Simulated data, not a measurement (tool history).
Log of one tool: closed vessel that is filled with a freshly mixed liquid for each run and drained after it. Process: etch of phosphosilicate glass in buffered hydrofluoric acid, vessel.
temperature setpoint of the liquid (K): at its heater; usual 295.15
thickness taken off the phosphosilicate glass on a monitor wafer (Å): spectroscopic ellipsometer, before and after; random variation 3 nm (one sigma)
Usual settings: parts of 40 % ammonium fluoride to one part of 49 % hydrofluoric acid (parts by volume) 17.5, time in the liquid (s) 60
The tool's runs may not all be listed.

run   hour  temperature setpoint of the liquid (K)  parts of 40 % ammonium fluoride to one part of 49 % hydrofluoric acid (parts by volume)  time in the liquid (s)  read-back film thickness of the phosphosilicate glass reference wafer, read on the same gauge (nm)  thickness taken off the phosphosilicate glass on a monitor wafer (Å)
  1    0.0                                  295.15                                                                                     17.5                      60                                                                                              150.02                                                                3352.0
  2   31.4                                  295.15                                                                                     17.5                      60                                                                                              150.01                                                                3330.6
  3   63.6                                  295.15                                                                                     17.5                      60                                                                                              150.01                                                                3330.3
  4  130.2                                  293.15                                                                                     17.5                      50                                                                                              150.01                                                                2511.1
  5  159.9                                  293.15                                                                                     17.5                      50                                                                                              150.04                                                                2487.3
  6  189.3                                  295.15                                                                                     17.5                      60                                                                                              150.00                                                                3355.0
  7  223.4                                  295.15                                                                                     17.5                      60                                                                                              149.97                                                                3358.6
  8  293.7                                  295.15                                                                                     17.5                      60                                                                                              150.04                                                                3354.0
  9  350.4                                  295.15                                                                                     17.5                      60                                                                                              149.98                                                                3325.3
     466.2  -- hydrofluoric acid flow meter replaced
 10  466.7                                  295.15                                                                                     17.5                      60                                                                                              149.97                                                                3371.8
     509.4  -- thermometer replaced
 11  520.4                                  290.65                                                                                     17.5                      45                                                                                              149.99                                                                1991.8
 12  577.1                                  292.65                                                                                     20.0                      85                                                                                              149.98                                                                3611.0
 13  632.4                                  295.15                                                                                     17.5                      60                                                                                              150.07                                                                3327.1
 14  696.7                                  292.65                                                                                     11.0                      60                                                                                              150.02                                                                4579.3
     744.1  -- gauge calibrated
 15  758.8                                  295.15                                                                                     17.5                      60                                                                                              150.00                                                                3315.1
 16  819.4                                  295.15                                                                                     17.5                      30                                                                                              149.99                                                                1670.3
 17  870.4                                  291.15                                                                                     12.5                      90                                                                                              149.97                                                                5629.7
 18  928.4                                  295.15                                                                                     17.5                      90                                                                                              150.03                                                                4956.4
 19  991.5                                  298.65                                                                                     17.5                      70                                                                                              150.06                                                                4763.9

4 ways to go on from here, each from the tool as it stands after run 19. What would each give?
  A  992.2                                  295.15                                                                                     17.5                      60                                                                                                   ?                                                                     ?
  B  992.2                                  297.15                                                                                     17.5                      60                                                                                                   ?                                                                     ?
  C  992.2                                  293.65                                                                                     11.0                      90                                                                                                   ?                                                                     ?
  D  992.2                                  291.15                                                                                     24.0                      45                                                                                                   ?                                                                     ?

run  read-back film thickness of the phosphosilicate glass reference wafer, read on the same gauge (nm)  thickness taken off the phosphosilicate glass on a monitor wafer (Å)
  A                                                                                              150.03                                                                3291.4
  B                                                                                              150.03                                                                3674.4
  C                                                                                              150.03                                                                7163.9
  D                                                                                              150.03                                                                1523.8
Without the tool's hidden state the same runs would have given:
run  thickness taken off the phosphosilicate glass on a monitor wafer (Å)
  A                                                                3291.4
  B                                                                3674.4
  C                                                                7163.9
  D                                                                1523.8

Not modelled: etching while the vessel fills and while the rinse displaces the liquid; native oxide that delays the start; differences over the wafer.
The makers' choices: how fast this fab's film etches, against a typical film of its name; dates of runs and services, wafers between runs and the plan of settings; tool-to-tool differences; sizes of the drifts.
